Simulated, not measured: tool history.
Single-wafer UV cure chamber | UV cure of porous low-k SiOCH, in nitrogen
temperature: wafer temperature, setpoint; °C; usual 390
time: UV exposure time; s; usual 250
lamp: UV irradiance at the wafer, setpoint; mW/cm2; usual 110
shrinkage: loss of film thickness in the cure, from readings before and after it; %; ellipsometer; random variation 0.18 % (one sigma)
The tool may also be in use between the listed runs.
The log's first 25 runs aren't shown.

Run 26, hour 1376.5: usual settings but temperature 376 °C. Result: shrinkage 11.798 %.
Run 27, hour 1402.7: usual settings. Result: shrinkage 12.688 %.
Run 28, hour 1436.4: usual settings. Result: shrinkage 12.417 %.
Run 29, hour 1476.6: usual settings but temperature 382 °C, time 295 s. Result: shrinkage 13.073 %.
Run 30, hour 1518: usual settings but temperature 406 °C, lamp 141 mW/cm2. Result: shrinkage 13.848 %.
Run 31, hour 1570.9: usual settings. Result: shrinkage 11.962 %.
Run 32, hour 1624.7: usual settings. Result: shrinkage 11.922 %.
Run 33, hour 1682.4: usual settings but time 180 s, lamp 83 mW/cm2. Result: shrinkage 9.49 %.
Run 34, hour 1741.3: usual settings but temperature 404 °C. Result: shrinkage 12.623 %.
Run 35, hour 1791.9: usual settings but lamp 75 mW/cm2. Result: shrinkage 10.381 %.
Run 36, hour 1855.5: usual settings. Result: shrinkage 12.367 %.
Run 37, hour 1902.7: usual settings. Result: shrinkage 12.151 %.

The next listed run, before its measurement:
Run 38, hour 1961.7: usual settings. Result: shrinkage ?.

shrinkage: 12.185 %
Without the tool's hidden state the same run would have given shrinkage 12.526 %.
